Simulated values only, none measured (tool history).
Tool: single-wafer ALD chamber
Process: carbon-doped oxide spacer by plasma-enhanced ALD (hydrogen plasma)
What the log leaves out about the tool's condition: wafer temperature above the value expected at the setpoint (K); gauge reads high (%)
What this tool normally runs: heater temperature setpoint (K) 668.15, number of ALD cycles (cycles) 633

| run | hour | heater temperature setpoint (K) | number of ALD cycles (cycles) | wafers since the last listed run | hours since the last thermocouple change | hours since the gauge calibration | read-back reference wafer on the same gauge, thickness_nm | mean film thickness on the monitor wafer (Å) |
|---|---|---|---|---|---|---|---|---|
| 1 | 0 | 668.15 | 685 | 0 | 709.1 | 703 | 36.521 | 329.13 |
| 2 | 33.4 | 668.15 | 685 | 13 | 742.5 | 736.4 | 36.489 | 328.82 |
| 3 | 82.3 | 668.15 | 685 | 20 | 791.4 | 785.3 | 36.518 | 328.33 |
| 4 | 121.5 | 668.15 | 633 | 16 | 830.6 | 824.5 | 36.495 | 304.88 |
| 5 | 180.5 | 659.15 | 592 | 24 | 889.6 | 883.5 | 36.489 | 285.46 |
| 6 | 243.4 | 659.15 | 592 | 26 | 952.5 | 946.4 | 36.51 | 285.01 |
| 7 | 306.4 | 668.15 | 633 | 26 | 1015.5 | 1009.4 | 36.572 | 306.24 |
|  | 365.7 | gauge calibrated |
| 8 | 375.8 | 668.15 | 633 | 29 | 1084.9 | 10.1 | 36.438 | 303.75 |
| 9 | 416.3 | 668.15 | 633 | 16 | 1125.4 | 50.6 | 36.456 | 305.51 |
| 10 | 451.2 | 668.15 | 633 | 14 | 1160.3 | 85.5 | 36.499 | 304.45 |
| 11 | 521.5 | 668.15 | 633 | 29 | 1230.6 | 155.8 | 36.483 | 304.35 |
| 12 | 559.6 | 668.15 | 633 | 15 | 1268.7 | 193.9 | 36.463 | 303.99 |
| 13 | 608.3 | 668.15 | 633 | 20 | 1317.4 | 242.6 | 36.499 | 303.42 |
| 14 | 637.5 | 668.15 | 633 | 12 | 1346.6 | 271.8 | 36.512 | 305.99 |
| 15 | 683.1 | 668.15 | 633 | 19 | 1392.2 | 317.4 | 36.475 | 303.94 |
| 16 | 754.9 | 668.15 | 633 | 30 | 1464 | 389.2 | 36.516 | 304.42 |
| 17 | 808.1 | 668.15 | 633 | 22 | 1517.2 | 442.4 | 36.491 | 303.59 |
| 18 | 844 | 668.15 | 633 | 15 | 1553.1 | 478.3 | 36.536 | 306.57 |
| 19 | 896.3 | 668.15 | 633 | 21 | 1605.4 | 530.6 | 36.509 | 304.72 |
| 20 | 921.1 | 683.15 | 749 | 10 | 1630.2 | 555.4 | 36.459 | 347.82 |
|  | 934.2 | thermocouple changed; heater temperature recalibrated |
| 21 | 948.3 | 668.15 | 676 | 8 | 14.1 | 582.6 | 36.464 | 326.04 |
| 22 | 989.8 | 659.15 | 694 | 17 | 55.6 | 624.1 | 36.517 | 333.86 |
| 23 | 1151.9 | 655.15 | 743 | 67 | 217.7 | 786.2 | 36.563 | 357.98 |
| 24 | 1214.5 | 657.15 | 745 | 26 | 280.3 | 848.8 | 36.472 | 359.86 |
| 25 | 1286.2 | 668.15 | 633 | 30 | 352 | 920.5 | 36.495 | 303.73 |
| 26 | 1353.2 | 668.15 | 633 | 28 | 419 | 987.5 | 36.526 | 302.09 |
| 27 | 1393.8 | 663.15 | 548 | 17 | 459.6 | 1028.1 | 36.582 | 262.87 |
| 28 | 1443.3 | 675.15 | 699 | 20 | 509.1 | 1077.6 | 36.522 | 332.22 |
| 29 | 1472.3 | 663.15 | 540 | 12 | 538.1 | 1106.6 | 36.457 | 260.14 |
| 30 | 1535.1 | 679.15 | 546 | 26 | 600.9 | 1169.4 | 36.503 | 256.22 |
|  | 1562.3 | gauge calibrated |
| 31 | 1591.6 | 654.15 | 541 | 23 | 657.4 | 29.3 | 36.527 | 259.59 |
| 32 | 1627.9 | 679.15 | 685 | 15 | 693.7 | 65.6 | 36.494 | 321.8 |
| 33 | 1691.3 | 659.15 | 592 | 26 | 757.1 | 129 | 36.477 | 284.53 |
| 34 | 1847.1 | 676.15 | 537 | 65 | 912.9 | 284.8 | 36.529 | 255.05 |
| 35 | 1871.3 | 659.15 | 592 | 10 | 937.1 | 309 | 36.463 | 285.39 |
| 36 | 1901.5 | 673.15 | 725 | 12 | 967.3 | 339.2 | 36.513 | 347.96 |
| 37 | 2047.1 | 668.15 | 633 | 61 | 1112.9 | 484.8 | 36.505 | 304.67 |
| 38 | 2080.9 | 668.15 | 749 | 14 | 1146.7 | 518.6 | 36.523 | 360.68 |
| 39 | 2123.2 | 657.15 | 530 | 17 | 1189 | 560.9 | 36.527 | 254.61 |

Here are 5 independent what-if runs from the current tool condition. What would each one return?
| A | 2124.6 | 678.15 | 633 | 0 | 1190.4 | 562.3 | ? | ? |
| B | 2124.6 | 672.15 | 633 | 0 | 1190.4 | 562.3 | ? | ? |
| C | 2124.6 | 663.15 | 533 | 0 | 1190.4 | 562.3 | ? | ? |
| D | 2124.6 | 659.15 | 575 | 0 | 1190.4 | 562.3 | ? | ? |
| E | 2124.6 | 680.15 | 685 | 0 | 1190.4 | 562.3 | ? | ? |

| run | read-back reference wafer on the same gauge, thickness_nm | mean film thickness on the monitor wafer (Å) |
|---|---|---|
| A | 36.485 | 299.82 |
| B | 36.485 | 305.69 |
| C | 36.485 | 257.4 |
| D | 36.485 | 277.68 |
| E | 36.485 | 322.19 |
What these runs would have given with no unlogged condition in the tool:
| run | mean film thickness on the monitor wafer (Å) |
|---|---|
| A | 299.82 |
| B | 305.69 |
| C | 257.4 |
| D | 277.68 |
| E | 322.19 |
